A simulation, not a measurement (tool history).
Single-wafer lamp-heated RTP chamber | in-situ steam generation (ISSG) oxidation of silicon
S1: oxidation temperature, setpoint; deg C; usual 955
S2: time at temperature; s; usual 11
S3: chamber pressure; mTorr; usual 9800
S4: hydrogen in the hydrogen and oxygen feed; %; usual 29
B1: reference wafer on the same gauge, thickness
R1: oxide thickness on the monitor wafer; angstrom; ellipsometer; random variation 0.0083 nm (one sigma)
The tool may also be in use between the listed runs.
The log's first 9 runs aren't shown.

run	hour	S1	S2	S3	S4	B1	R1
10	190.2	955	11	9800	29	3.960	41.42
11	203.6	955	11	10200	29	3.960	41.06
12	229.7	955	11	10200	29	3.961	41.09
13	253.9	955	11	9800	29	3.962	41.55
14	286.7	955	11	9800	29	3.961	41.47
# hour 301.8: hydrogen flow controller replaced
# hour 304.9: gauge calibrated
15	306.0	955	13	9800	29	3.960	44.33
# hour 319.3: pyrometer window cleaned and pyrometer calibrated
16	333.9	940	11	9800	29	3.960	39.64
17	357.2	975	11	9100	29	3.960	43.99
18	383.6	963	13	8500	20	3.961	41.77
19	400.2	966	7	9100	32	3.961	37.44
20	416.6	955	11	9800	29	3.959	41.19
21	450.9	955	13	8500	29	3.960	45.00
22	468.8	970	7	9100	29	3.960	36.77
23	482.9	975	12	8700	32	3.960	47.19
# hour 519.3: pressure gauge zeroed
24	519.8	967	11	10200	23	3.962	39.97
25	543.0	955	11	10200	24	3.960	39.24
26	567.3	955	7	9800	29	3.959	35.11
27	599.5	955	11	9800	29	3.961	41.47
28	629.8	955	11	9800	29	3.961	41.45
29	656.6	955	11	9800	29	3.960	41.52
30	682.9	955	11	10200	32	3.960	41.92
31	712.2	955	11	9800	29	3.958	41.68

Forecast each of these 3 alternatives for the next run:
A	712.6	963	11	9800	29	?	?
B	712.6	955	14	9800	32	?	?
C	712.6	939	11	9800	29	?	?

run	B1	R1
A	3.960	42.48
B	3.960	46.65
C	3.960	40.04
Without the tool's hidden state the same runs would have given:
run	R1
A	41.74
B	45.80
C	39.44
